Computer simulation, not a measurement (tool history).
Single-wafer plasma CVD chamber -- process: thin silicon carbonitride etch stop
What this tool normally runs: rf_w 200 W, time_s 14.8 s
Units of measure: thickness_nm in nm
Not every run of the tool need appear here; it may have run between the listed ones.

run,hour,rf_w,time_s,wafers since the last listed run,hours since the last thermocouple change,hours since the last RF generator calibration,hours since the showerhead was replaced,hours since the gauge calibration,"read-back reference wafer on the same gauge, thickness_nm",thickness_nm
1,0.0,200,14.8,0,1618.0,754.7,7392.3,61.8,11.634,10.180
2,88.2,200,14.8,2954,1706.2,842.9,7480.5,150.0,11.643,10.200
3,189.8,200,14.8,3403,1807.8,944.5,7582.1,251.6,11.668,10.128
4,314.3,210,15.8,4170,1932.3,1069.0,7706.6,376.1,11.768,11.121
# hour 376.5: showerhead replaced
5,377.0,210,15.8,1832,1995.0,1131.7,0.5,438.8,11.779,11.184
6,465.9,210,15.8,2978,2083.9,1220.6,89.4,527.7,11.822,11.263
# hour 519.0: RF generator calibrated
# hour 570.7: gauge calibrated
7,571.7,220,14.8,3276,2189.7,52.7,195.2,1.0,11.651,10.497
8,672.5,220,14.8,3376,2290.5,153.5,296.0,101.8,11.682,10.648
9,778.5,200,16.2,3551,2396.5,259.5,402.0,207.8,11.739,11.178
# hour 807.8: thermocouple changed; heater temperature recalibrated
10,848.2,200,14.8,2067,40.4,329.2,471.7,277.5,11.789,10.336
11,914.3,200,12.9,2214,106.5,395.3,537.8,343.6,11.780,8.978
12,976.2,200,14.8,2073,168.4,457.2,599.7,405.5,11.811,10.419
13,1030.7,210,13.5,1825,222.9,511.7,654.2,460.0,11.863,9.548
14,1101.3,215,12.0,2365,293.5,582.3,724.8,530.6,11.890,8.557
15,1145.8,200,12.9,1490,338.0,626.8,769.3,575.1,11.874,9.098
16,1251.2,175,13.6,3531,443.4,732.2,874.7,680.5,11.917,9.122

4 ways to go on from here, each from the tool as it stands after run 16. What would each give?
A,1251.6,200,14.8,13,443.8,732.6,875.1,680.9,?,?
B,1251.6,175,14.0,13,443.8,732.6,875.1,680.9,?,?
C,1251.6,180,12.0,13,443.8,732.6,875.1,680.9,?,?
D,1251.6,225,17.5,13,443.8,732.6,875.1,680.9,?,?

run,"read-back reference wafer on the same gauge, thickness_nm",thickness_nm
A,11.932,10.443
B,11.932,9.366
C,11.932,8.120
D,11.932,12.920
With the hidden condition removed and each run's random variation left untouched, the same runs would have given:
run,thickness_nm
A,10.148
B,9.101
C,7.890
D,12.555
